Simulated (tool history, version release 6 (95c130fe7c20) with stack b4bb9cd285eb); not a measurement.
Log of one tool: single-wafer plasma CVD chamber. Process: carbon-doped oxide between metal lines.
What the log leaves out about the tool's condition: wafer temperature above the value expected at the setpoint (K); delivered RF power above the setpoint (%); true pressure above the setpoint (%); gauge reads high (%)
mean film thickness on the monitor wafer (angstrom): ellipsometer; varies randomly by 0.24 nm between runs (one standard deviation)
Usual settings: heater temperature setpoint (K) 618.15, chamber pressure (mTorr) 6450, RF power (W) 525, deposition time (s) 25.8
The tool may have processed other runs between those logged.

run	hour	heater temperature setpoint (K)	chamber pressure (mTorr)	RF power (W)	deposition time (s)	wafers since the last listed run	hours since the last thermocouple change	hours since the last RF generator calibration	hours since the last manometer calibration	hours since the showerhead was replaced	hours since the gauge calibration	read-back reference wafer on the same gauge, thickness_nm	mean film thickness on the monitor wafer (angstrom)
1	0	618.15	6450	525	25.8	0	1840.1	978.8	7.4	6649.1	438.4	132.948	1601.35
2	12.5	618.15	6450	525	25.8	211	1852.6	991.3	19.9	6661.6	450.9	133.053	1600.84
3	25.4	618.15	6450	525	25.8	218	1865.5	1004.2	32.8	6674.5	463.8	132.899	1602.76
4	40	618.15	6450	525	25.8	247	1880.1	1018.8	47.4	6689.1	478.4	133.068	1596.77
5	52.7	608.15	7890	605	22.8	214	1892.8	1031.5	60.1	6701.8	491.1	132.951	1593.9
# hour 63.2: gauge calibrated
6	66.8	618.15	8040	525	25.8	238	1906.9	1045.6	74.2	6715.9	3.6	132.943	1623.62
7	73	618.15	6920	525	25.8	104	1913.1	1051.8	80.4	6722.1	9.8	132.998	1609.43
8	83.2	618.15	7320	525	25.8	172	1923.3	1062	90.6	6732.3	20	132.967	1611.76
9	95.5	626.15	5090	525	25.8	208	1935.6	1074.3	102.9	6744.6	32.3	133.062	1506.52
# hour 111.1: RF generator calibrated
10	111.6	629.15	7260	475	28.9	137	1951.7	0.5	119	6760.7	48.4	132.99	1660.75
11	120.4	610.15	5690	555	28.5	148	1960.5	9.3	127.8	6769.5	57.2	133.057	1825.76
12	133.8	618.15	5490	525	25.8	226	1973.9	22.7	141.2	6782.9	70.6	132.951	1560.08
13	145.5	618.15	7420	470	24.2	198	1985.6	34.4	152.9	6794.6	82.3	132.997	1430.93
14	157.1	618.15	6450	525	25.8	196	1997.2	46	164.5	6806.2	93.9	133.033	1598.29
15	170.2	631.15	5190	605	22	221	2010.3	59.1	177.6	6819.3	107	133.03	1372.64
# hour 214.2: showerhead replaced
# hour 217.8: thermocouple changed; heater temperature recalibrated
16	218.8	618.15	6450	525	25.8	627	1	107.7	226.2	4.6	155.6	133.02	1571.03
17	230.7	618.15	6450	615	25.8	201	12.9	119.6	238.1	16.5	167.5	132.852	1704.99
18	247	618.15	6450	525	21	275	29.2	135.9	254.4	32.8	183.8	133.048	1281.68
19	259	618.15	6450	575	25.8	203	41.2	147.9	266.4	44.8	195.8	133.021	1646.63
20	273.5	618.15	6450	495	21.6	245	55.7	162.4	280.9	59.3	210.3	132.911	1278.3
21	284.3	631.15	5190	605	22	182	66.5	173.2	291.7	70.1	221.1	133.018	1351.17
22	300.3	618.15	6450	525	25.8	270	82.5	189.2	307.7	86.1	237.1	133.011	1570.93
23	313.2	618.15	6450	525	21.5	218	95.4	202.1	320.6	99	250	132.975	1312.27
24	320.2	629.15	5920	525	25.8	118	102.4	209.1	327.6	106	257	132.937	1516.91
25	333.8	618.15	6450	525	24.5	230	116	222.7	341.2	119.6	270.6	132.96	1495.21
26	347.7	618.15	5210	470	25.8	235	129.9	236.6	355.1	133.5	284.5	132.997	1437.11
27	356.7	625.15	5970	575	22.4	152	138.9	245.6	364.1	142.5	293.5	133.105	1392.26

Consider 5 possible next runs. They are alternatives, not a sequence: every one starts from the tool as it was left by run 27. What does each give?
A	357.1	618.15	6450	525	23.4	6	139.3	246	364.5	142.9	293.9	?	?
B	357.1	618.15	6450	470	30.9	6	139.3	246	364.5	142.9	293.9	?	?
C	357.1	607.15	7030	560	25.8	6	139.3	246	364.5	142.9	293.9	?	?
D	357.1	618.15	6450	525	23.2	6	139.3	246	364.5	142.9	293.9	?	?
E	357.1	624.15	6450	525	25.8	6	139.3	246	364.5	142.9	293.9	?	?

run	read-back reference wafer on the same gauge, thickness_nm	mean film thickness on the monitor wafer (angstrom)
A	132.885	1425.06
B	132.885	1768.14
C	132.885	1689.35
D	132.885	1413.07
E	132.885	1544.32
Without the tool's unlogged condition, the same runs would have read:
run	mean film thickness on the monitor wafer (angstrom)
A	1429.02
B	1773.05
C	1688.97
D	1417
E	1548.8

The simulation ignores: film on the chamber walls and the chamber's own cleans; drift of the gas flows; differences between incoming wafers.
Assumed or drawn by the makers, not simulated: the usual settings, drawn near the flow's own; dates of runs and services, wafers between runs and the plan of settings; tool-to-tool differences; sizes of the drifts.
